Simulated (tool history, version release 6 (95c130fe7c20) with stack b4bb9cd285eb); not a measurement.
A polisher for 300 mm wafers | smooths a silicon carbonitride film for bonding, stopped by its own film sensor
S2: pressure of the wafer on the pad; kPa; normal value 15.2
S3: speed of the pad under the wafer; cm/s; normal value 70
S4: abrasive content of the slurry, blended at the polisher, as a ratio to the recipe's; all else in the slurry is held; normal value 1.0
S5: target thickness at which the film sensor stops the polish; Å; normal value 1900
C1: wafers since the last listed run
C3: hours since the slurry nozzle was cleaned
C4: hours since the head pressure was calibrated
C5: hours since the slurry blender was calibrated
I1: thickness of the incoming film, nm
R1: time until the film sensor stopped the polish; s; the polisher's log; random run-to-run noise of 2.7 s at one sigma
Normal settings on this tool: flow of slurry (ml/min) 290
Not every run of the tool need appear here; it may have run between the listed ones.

Run 1, hour 0.0: usual settings; C1 0; wafers polished on this pad 171; C3 194.8; C4 537.4; C5 54.3; I1 222.2. Result: R1 153.3 s.
Run 2, hour 9.3: usual settings; C1 68; wafers polished on this pad 240; C3 204.1; C4 546.7; C5 63.6; I1 221.9. Result: R1 154.1 s.
Run 3, hour 26.7: usual settings; C1 129; wafers polished on this pad 369; C3 221.5; C4 564.1; C5 81.0; I1 219.4. Result: R1 137.1 s.
Run 4, hour 42.1: usual settings; C1 114; wafers polished on this pad 484; C3 236.9; C4 579.5; C5 96.4; I1 220.9. Result: R1 148.8 s.
Run 5, hour 57.8: usual settings; C1 116; wafers polished on this pad 600; C3 252.6; C4 595.2; C5 112.1; I1 221.4. Result: R1 151.2 s.
Run 6, hour 73.2: usual settings; C1 114; wafers polished on this pad 714; C3 268.0; C4 610.6; C5 127.5; I1 219.6. Result: R1 142.5 s.
Run 7, hour 86.9: usual settings; C1 101; wafers polished on this pad 816; C3 281.7; C4 624.3; C5 141.2; I1 219.6. Result: R1 146.4 s.
Run 8, hour 95.4: usual settings; C1 63; wafers polished on this pad 879; C3 290.2; C4 632.8; C5 149.7; I1 218.4. Result: R1 135.6 s.
Run 9, hour 104.4: usual settings; C1 66; wafers polished on this pad 946; C3 299.2; C4 641.8; C5 158.7; I1 221.8. Result: R1 160.1 s.
At hour 116.5: worn pad replaced by a new one, of another model than before.
Run 10, hour 120.9: usual settings; C1 92; wafers polished on this pad 32; C3 315.7; C4 658.3; C5 175.2; I1 218.8. Result: R1 140.5 s.
Run 11, hour 127.1: usual settings but S4 1.2; C1 45; wafers polished on this pad 78; C3 321.9; C4 664.5; C5 181.4; I1 217.4. Result: R1 127.7 s.
At hour 133.7: head pressure recalibrated.
Run 12, hour 139.7: usual settings; C1 78; wafers polished on this pad 157; C3 334.5; C4 6.0; C5 194.0; I1 216.4. Result: R1 137.3 s.
Run 13, hour 146.5: usual settings; C1 50; wafers polished on this pad 207; C3 341.3; C4 12.8; C5 200.8; I1 221.4. Result: R1 153.3 s.
Run 14, hour 154.3: usual settings but S5 1960 Å; C1 57; wafers polished on this pad 265; C3 349.1; C4 20.6; C5 208.6; I1 220.8. Result: R1 126.4 s.
Run 15, hour 168.7: usual settings but S2 18.6 kPa, S3 80 cm/s; C1 106; wafers polished on this pad 372; C3 363.5; C4 35.0; C5 223.0; I1 219.4. Result: R1 118.8 s.

Run 16 is up next; what results do you expect?
Run 16, hour 181.5: usual settings but S2 17.9 kPa; C1 94; wafers polished on this pad 467; C3 376.3; C4 47.8; C5 235.8; I1 216.8. Result: R1 ?.

Run 16 yielded R1 126.1 s.
If the tool had no hidden condition, the same run with the same run-to-run variation would have returned R1 111.0 s.

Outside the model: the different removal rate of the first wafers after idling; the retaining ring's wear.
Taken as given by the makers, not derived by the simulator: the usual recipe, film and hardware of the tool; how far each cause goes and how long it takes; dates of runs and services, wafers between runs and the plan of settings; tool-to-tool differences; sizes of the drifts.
